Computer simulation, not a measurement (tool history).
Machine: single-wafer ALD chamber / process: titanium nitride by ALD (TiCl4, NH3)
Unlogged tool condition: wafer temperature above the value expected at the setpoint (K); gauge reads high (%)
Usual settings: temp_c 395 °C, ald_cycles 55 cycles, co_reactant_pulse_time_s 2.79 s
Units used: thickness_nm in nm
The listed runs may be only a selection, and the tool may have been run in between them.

run	hour	temp_c	ald_cycles	co_reactant_pulse_time_s	wafers since the last listed run	hours since the last thermocouple change	hours since the showerhead was replaced	hours since the gauge calibration	read-back reference wafer on the same gauge, thickness_nm	thickness_nm
1	0	395	59	2.79	0	2064.3	3007.7	243.7	1.083	1.382
2	18.4	395	59	2.79	72	2082.7	3026.1	262.1	1.085	1.386
3	32	384	53	2.79	53	2096.3	3039.7	275.7	1.083	1.23
4	54.6	384	53	2.79	88	2118.9	3062.3	298.3	1.085	1.236
5	88.2	395	55	2.79	132	2152.5	3095.9	331.9	1.086	1.298
6	116.9	395	55	2.79	113	2181.2	3124.6	360.6	1.087	1.291
7	146	395	55	2.79	114	2210.3	3153.7	389.7	1.087	1.292
8	207.6	395	55	2.79	242	2271.9	3215.3	451.3	1.09	1.296
9	230.7	395	55	2.79	90	2295	3238.4	474.4	1.092	1.299
10	256	395	55	2.79	99	2320.3	3263.7	499.7	1.092	1.296
11	280.8	395	55	2.79	97	2345.1	3288.5	524.5	1.093	1.301
12	294.4	395	55	2.79	53	2358.7	3302.1	538.1	1.095	1.296
# hour 303.2: thermocouple changed; heater temperature recalibrated
13	314.8	395	55	2.79	48	11.6	3322.5	558.5	1.095	1.307
14	334.2	380	45	2.3	76	31	3341.9	577.9	1.096	1.042
15	347	408	55	2.79	50	43.8	3354.7	590.7	1.097	1.31
16	365	395	59	3.58	70	61.8	3372.7	608.7	1.098	1.411
17	392.3	395	55	2.79	107	89.1	3400	636	1.1	1.313
18	432.3	407	55	2.79	157	129.1	3440	676	1.102	1.313
19	454.8	395	55	2.79	88	151.6	3462.5	698.5	1.104	1.314
20	478.4	404	52	2.17	92	175.2	3486.1	722.1	1.105	1.24
# hour 517.3: showerhead replaced
# hour 528.4: gauge calibrated
21	583.6	390	64	2.27	382	280.4	66.3	55.2	1.078	1.472
22	597.4	395	55	2.79	54	294.2	80.1	69	1.078	1.281
23	614.8	395	45	2.02	68	311.6	97.5	86.4	1.078	1.035
24	631	403	55	2.79	63	327.8	113.7	102.6	1.078	1.284
25	651.3	401	64	1.9	79	348.1	134	122.9	1.078	1.467
26	676.3	395	55	2.79	98	373.1	159	147.9	1.079	1.285

Here are 3 independent what-if runs from the current tool condition. What would each one return?
A	676.8	395	55	2.79	1	373.6	159.5	148.4	?	?
B	676.8	395	55	3.55	1	373.6	159.5	148.4	?	?
C	676.8	400	55	2.79	1	373.6	159.5	148.4	?	?

run	read-back reference wafer on the same gauge, thickness_nm	thickness_nm
A	1.079	1.284
B	1.079	1.297
C	1.079	1.288
The same runs, with their run-to-run variation unchanged, on a tool lacking any hidden condition would have given:
run	thickness_nm
A	1.285
B	1.299
C	1.289
